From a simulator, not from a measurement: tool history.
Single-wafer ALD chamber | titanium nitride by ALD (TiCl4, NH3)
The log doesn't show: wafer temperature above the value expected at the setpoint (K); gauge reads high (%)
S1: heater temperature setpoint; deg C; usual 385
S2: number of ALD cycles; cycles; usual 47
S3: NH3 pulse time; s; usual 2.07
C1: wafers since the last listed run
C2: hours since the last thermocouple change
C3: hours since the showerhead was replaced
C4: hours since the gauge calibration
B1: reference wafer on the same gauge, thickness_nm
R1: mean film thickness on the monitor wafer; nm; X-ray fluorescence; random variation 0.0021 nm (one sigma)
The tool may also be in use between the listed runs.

| run | hour | S1 | S2 | S3 | C1 | C2 | C3 | C4 | B1 | R1 |
|---|---|---|---|---|---|---|---|---|---|---|
| 1 | 0 | 385 | 47 | 2.07 | 0 | 951.8 | 3235.6 | 1470 | 1.152 | 0.989 |
| 2 | 43 | 385 | 47 | 2.07 | 161 | 994.8 | 3278.6 | 1513 | 1.152 | 0.994 |
| 3 | 115.4 | 385 | 47 | 2.07 | 271 | 1067.2 | 3351 | 1585.4 | 1.152 | 0.992 |
| 4 | 177.9 | 385 | 47 | 2.07 | 234 | 1129.7 | 3413.5 | 1647.9 | 1.152 | 0.995 |
| 5 | 223.9 | 385 | 47 | 2.07 | 172 | 1175.7 | 3459.5 | 1693.9 | 1.152 | 0.989 |
| 6 | 274.8 | 385 | 47 | 2.07 | 190 | 1226.6 | 3510.4 | 1744.8 | 1.152 | 0.993 |
| 7 | 312.2 | 385 | 47 | 2.07 | 140 | 1264 | 3547.8 | 1782.2 | 1.152 | 0.991 |
| 8 | 377.1 | 385 | 47 | 1.9 | 243 | 1328.9 | 3612.7 | 1847.1 | 1.152 | 0.989 |
| 9 | 434.1 | 385 | 51 | 2.07 | 213 | 1385.9 | 3669.7 | 1904.1 | 1.152 | 1.072 |
| 10 | 532.5 | 385 | 51 | 2.07 | 368 | 1484.3 | 3768.1 | 2002.5 | 1.152 | 1.08 |
| 11 | 841 | 385 | 51 | 2.07 | 1155 | 1792.8 | 4076.6 | 2311 | 1.152 | 1.077 |
| 12 | 899.6 | 385 | 47 | 2.54 | 219 | 1851.4 | 4135.2 | 2369.6 | 1.152 | 1.004 |
| 13 | 946.7 | 385 | 47 | 2.54 | 176 | 1898.5 | 4182.3 | 2416.7 | 1.152 | 1.003 |
| 14 | 983.7 | 385 | 47 | 2.54 | 138 | 1935.5 | 4219.3 | 2453.7 | 1.152 | 0.998 |
| 15 | 1143.8 | 381 | 47 | 2.71 | 599 | 2095.6 | 4379.4 | 2613.8 | 1.152 | 0.996 |
| 16 | 1189.8 | 381 | 47 | 2.71 | 172 | 2141.6 | 4425.4 | 2659.8 | 1.152 | 0.997 |
|  | 1265.9 | thermocouple changed; heater temperature recalibrated |
| 17 | 1275.3 | 385 | 47 | 2.07 | 290 | 9.4 | 4510.9 | 2745.3 | 1.152 | 0.988 |
| 18 | 1364.6 | 385 | 47 | 2.07 | 334 | 98.7 | 4600.2 | 2834.6 | 1.152 | 0.992 |
| 19 | 1407.4 | 385 | 54 | 2.07 | 160 | 141.5 | 4643 | 2877.4 | 1.152 | 1.138 |
| 20 | 1510.9 | 385 | 47 | 2.07 | 387 | 245 | 4746.5 | 2980.9 | 1.151 | 0.992 |
| 21 | 1582.7 | 385 | 47 | 2.54 | 268 | 316.8 | 4818.3 | 3052.7 | 1.152 | 0.996 |

The next listed run, before its measurement:
| 22 | 1650.3 | 389 | 40 | 1.77 | 253 | 384.4 | 4885.9 | 3120.3 | ? | ? |

Run 22 gave B1 1.151, R1 0.842 nm.
Without the tool's hidden state the same run would have given R1 0.842 nm.
